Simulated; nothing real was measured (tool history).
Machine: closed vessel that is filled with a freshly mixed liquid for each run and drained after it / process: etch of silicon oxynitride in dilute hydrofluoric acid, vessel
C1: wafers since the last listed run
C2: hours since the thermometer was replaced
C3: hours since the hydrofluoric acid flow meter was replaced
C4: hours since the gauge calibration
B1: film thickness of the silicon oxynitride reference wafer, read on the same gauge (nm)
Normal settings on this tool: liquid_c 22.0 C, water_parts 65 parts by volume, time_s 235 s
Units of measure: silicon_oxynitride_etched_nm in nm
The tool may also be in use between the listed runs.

Run 1, hour 0.0: usual settings but water_parts 40 parts by volume; C1 0; C2 1717.8; C3 846.5; C4 189.2; B1 70.01. Result: silicon_oxynitride_etched_nm 10.33 nm.
Run 2, hour 71.5: usual settings but water_parts 90 parts by volume; C1 7528; C2 1789.3; C3 918.0; C4 260.7; B1 70.03. Result: silicon_oxynitride_etched_nm 4.42 nm.
Run 3, hour 95.5: usual settings but water_parts 60 parts by volume; C1 2526; C2 1813.3; C3 942.0; C4 284.7; B1 70.02. Result: silicon_oxynitride_etched_nm 6.79 nm.
Run 4, hour 163.2: usual settings but water_parts 60 parts by volume; C1 7127; C2 1881.0; C3 1009.7; C4 352.4; B1 70.01. Result: silicon_oxynitride_etched_nm 6.79 nm.
Run 5, hour 193.5: usual settings but water_parts 60 parts by volume; C1 3190; C2 1911.3; C3 1040.0; C4 382.7; B1 69.99. Result: silicon_oxynitride_etched_nm 6.85 nm.
Run 6, hour 249.4: usual settings; C1 5885; C2 1967.2; C3 1095.9; C4 438.6; B1 70.05. Result: silicon_oxynitride_etched_nm 6.30 nm.
Run 7, hour 301.5: usual settings; C1 5485; C2 2019.3; C3 1148.0; C4 490.7; B1 70.00. Result: silicon_oxynitride_etched_nm 6.29 nm.
Run 8, hour 350.2: usual settings; C1 5127; C2 2068.0; C3 1196.7; C4 539.4; B1 69.98. Result: silicon_oxynitride_etched_nm 6.33 nm.
Run 9, hour 431.0: usual settings; C1 8507; C2 2148.8; C3 1277.5; C4 620.2; B1 69.98. Result: silicon_oxynitride_etched_nm 6.31 nm.
Run 10, hour 481.6: usual settings; C1 5327; C2 2199.4; C3 1328.1; C4 670.8; B1 70.00. Result: silicon_oxynitride_etched_nm 6.30 nm.
Run 11, hour 505.8: usual settings but time_s 190 s; C1 2547; C2 2223.6; C3 1352.3; C4 695.0; B1 69.95. Result: silicon_oxynitride_etched_nm 5.09 nm.
Run 12, hour 533.6: usual settings but liquid_c 26.0 C, water_parts 75 parts by volume, time_s 120 s; C1 2926; C2 2251.4; C3 1380.1; C4 722.8; B1 69.97. Result: silicon_oxynitride_etched_nm 3.36 nm.
At hour 553.6: hydrofluoric acid flow meter replaced.
Run 13, hour 575.2: usual settings but liquid_c 23.5 C, water_parts 40 parts by volume; C1 4274; C2 2293.0; C3 21.6; C4 764.4; B1 70.00. Result: silicon_oxynitride_etched_nm 11.36 nm.
At hour 629.3: gauge calibrated.
At hour 639.7: thermometer replaced.
Run 14, hour 646.1: usual settings; C1 7359; C2 6.4; C3 92.5; C4 16.8; B1 70.02. Result: silicon_oxynitride_etched_nm 6.04 nm.
Run 15, hour 701.0: usual settings but liquid_c 25.0 C, water_parts 45 parts by volume, time_s 270 s; C1 5780; C2 61.3; C3 147.4; C4 71.7; B1 70.02. Result: silicon_oxynitride_etched_nm 11.83 nm.
Run 16, hour 743.4: usual settings but water_parts 45 parts by volume, time_s 375 s; C1 4464; C2 103.7; C3 189.8; C4 114.1; B1 70.00. Result: silicon_oxynitride_etched_nm 14.35 nm.
Run 17, hour 783.6: usual settings but liquid_c 20.5 C, time_s 100 s; C1 4232; C2 143.9; C3 230.0; C4 154.3; B1 70.02. Result: silicon_oxynitride_etched_nm 2.41 nm.
Run 18, hour 808.0: usual settings but liquid_c 19.5 C; C1 2569; C2 168.3; C3 254.4; C4 178.7; B1 69.98. Result: silicon_oxynitride_etched_nm 5.38 nm.

What does the tool deliver on the next run?
Run 19, hour 867.6: usual settings; C1 6275; C2 227.9; C3 314.0; C4 238.3; B1 ?. Result: silicon_oxynitride_etched_nm ?.

{"run 19": {"B1": 69.96, "silicon_oxynitride_etched_nm": 6.04}}
If the tool had no hidden condition, the same run with the same run-to-run variation would have returned silicon_oxynitride_etched_nm 5.96 nm.
